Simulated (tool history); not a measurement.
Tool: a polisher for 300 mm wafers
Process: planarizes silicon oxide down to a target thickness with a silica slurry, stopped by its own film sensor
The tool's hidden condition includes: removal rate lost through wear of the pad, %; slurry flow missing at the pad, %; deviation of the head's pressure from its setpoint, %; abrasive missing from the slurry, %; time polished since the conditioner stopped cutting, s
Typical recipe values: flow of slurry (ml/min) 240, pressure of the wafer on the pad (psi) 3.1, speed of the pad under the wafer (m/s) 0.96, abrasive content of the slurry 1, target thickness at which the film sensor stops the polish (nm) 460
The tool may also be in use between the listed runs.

run    hour  flow of slurry (ml/min)  pressure of the wafer on the pad (psi)  speed of the pad under the wafer (m/s)  abrasive content of the slurry  target thickness at which the film sensor stops the polish (nm)  wafers since the last listed run  wafers polished on this pad  hours since the slurry nozzle was cleaned  hours since the head pressure was calibrated  hours since the slurry blender was calibrated  hours since the conditioning disc was replaced  incoming thickness of the incoming film, nm  time until the film sensor stopped the polish (s)
  1       0                      240                                     3.1                                    0.82                               1                                                              460                                 0                         1713                                       28.3                                          86.6                                          164.5                                            15.9                                        753.6                                              190.2
        9.8  -- worn pad replaced by a new one
  2    36.7                      240                                     3.1                                    0.96                               1                                                              460                               166                          137                                         65                                         123.3                                          201.2                                            52.6                                        733.4                                              163.6
  3    68.2                      240                                     3.1                                    0.96                               1                                                              489                               160                          297                                       96.5                                         154.8                                          232.7                                            84.1                                        732.4                                                147
  4   130.5                      240                                     3.1                                    0.96                               1                                                              489                               317                          615                                      158.8                                         217.1                                            295                                           146.4                                        734.1                                              145.5
  5   163.7                      240                                     3.1                                    0.96                               1                                                              489                               169                          785                                        192                                         250.3                                          328.2                                           179.6                                        734.2                                              148.9
      171.8  -- slurry blender recalibrated
  6   222.2                      240                                     3.1                                    0.96                               1                                                              460                               288                         1073                                      250.5                                         308.8                                           50.4                                           238.1                                          751                                              179.3
  7   284.5                      240                                     3.1                                    0.96                               1                                                              460                               317                         1391                                      312.8                                         371.1                                          112.7                                           300.4                                        748.4                                              175.9
  8   328.9                      240                                     3.1                                    0.96                               1                                                              460                               226                         1618                                      357.2                                         415.5                                          157.1                                           344.8                                        745.1                                              175.4
      343.2  -- slurry nozzle cleaned
  9   384.1                      240                                     3.1                                    0.96                               1                                                              406                               276                         1895                                       40.9                                         470.7                                          212.3                                             400                                        744.4                                              212.3
      405.4  -- worn pad replaced by a new one
      406.6  -- conditioning disc replaced and pad reconditioned
 10   448.9                      240                                     3.5                                    1.16                             0.8                                                              378                               304                          216                                      105.7                                         535.5                                          277.1                                            42.3                                        743.9                                              206.8
 11   509.7                      240                                     3.6                                     1.2                               1                                                              460                               310                          526                                      166.5                                         596.3                                          337.9                                           103.1                                        748.8                                                141
 12   558.6                      240                                     3.1                                    1.26                             1.1                                                              460                               249                          776                                      215.4                                         645.2                                          386.8                                             152                                        732.9                                              147.1
      573.9  -- slurry blender recalibrated
 13   621.2                      240                                     3.1                                    0.96                               1                                                              460                               309                         1085                                        278                                         707.8                                           47.3                                           214.6                                        730.5                                                173
 14   670.2                      280                                     2.2                                    0.96                            1.15                                                              554                               250                         1335                                        327                                         756.8                                           96.3                                           263.6                                        737.3                                                155
      690.5  -- slurry nozzle cleaned
 15   715.3                      240                                     3.1                                    1.26                               1                                                              366                               225                         1560                                       24.8                                         801.9                                          141.4                                           308.7                                        732.5                                              207.5
      750.5  -- worn pad replaced by a new one
 16   768.8                      185                                     3.1                                    0.82                            1.25                                                              460                               252                           93                                       78.3                                         855.4                                          194.9                                           362.2                                        734.3                                              182.6
 17   812.3                      240                                     3.1                                    1.18                               1                                                              460                               222                          315                                      121.8                                         898.9                                          238.4                                           405.7                                        737.8                                              163.9
 18   839.9                      190                                     3.1                                    0.74                               1                                                              460                               140                          456                                      149.4                                         926.5                                            266                                           433.3                                        749.6                                              215.8
      843.7  -- conditioning disc replaced and pad reconditioned
 19   889.5                      175                                       4                                    0.96                               1                                                              460                               242                          699                                        199                                         976.1                                          315.6                                            45.8                                          745                                              151.3
      908.7  -- slurry blender recalibrated
 20   959.1                      185                                     3.1                                    1.28                            0.75                                                              537                               345                         1044                                      268.6                                        1045.7                                           50.4                                           115.4                                        749.3                                              141.3
     1010.9  -- slurry nozzle cleaned
 21  1025.2                      240                                     3.1                                     1.2                            0.85                                                              460                               332                         1376                                       14.3                                        1111.8                                          116.5                                           181.5                                        748.3                                              182.2
 22  1051.3                      240                                     3.1                                    0.96                               1                                                              460                               133                         1509                                       40.4                                        1137.9                                          142.6                                           207.6                                        733.6                                              182.5
 23  1080.3                      240                                     3.1                                    0.96                               1                                                              460                               148                         1658                                       69.4                                        1166.9                                          171.6                                           236.6                                        742.4                                              181.6
 24    1118                      240                                     3.1                                    0.96                               1                                                              460                               192                         1850                                      107.1                                        1204.6                                          209.3                                           274.3                                        736.9                                              183.9
     1129.5  -- worn pad replaced by a new one
 25  1161.5                      200                                     2.1                                    1.08                            1.15                                                              460                               201                          163                                      150.6                                        1248.1                                          252.8                                           317.8                                          742                                              247.7

Below, some changes in time until the film sensor stopped the polish (s) between adjacent runs. For each, the amount present without the hidden state too (settings, incoming material, random variation) and the amount remaining for the hidden state with gauge scatter not shared by both compared results:
Run 10 -> 11: pressure of the wafer on the pad (psi) 3.5 -> 3.6, speed of the pad under the wafer (m/s) 1.16 -> 1.2, abrasive content of the slurry 0.8 -> 1, target thickness at which the film sensor stops the polish (nm) 378 -> 460. time until the film sensor stopped the polish (s) -65.8: hidden state -5.8, all else -60.
Run 18 -> 19: flow of slurry (ml/min) 190 -> 175, pressure of the wafer on the pad (psi) 3.1 -> 4, speed of the pad under the wafer (m/s) 0.74 -> 0.96, conditioning disc replaced and pad reconditioned. time until the film sensor stopped the polish (s) -64.5: hidden state -7.6, all else -56.9.
Run 24 -> 25: flow of slurry (ml/min) 240 -> 200, pressure of the wafer on the pad (psi) 3.1 -> 2.1, speed of the pad under the wafer (m/s) 0.96 -> 1.08, abrasive content of the slurry 1 -> 1.15, worn pad replaced by a new one. time until the film sensor stopped the polish (s) +63.8: hidden state +8.5, all else +55.3.
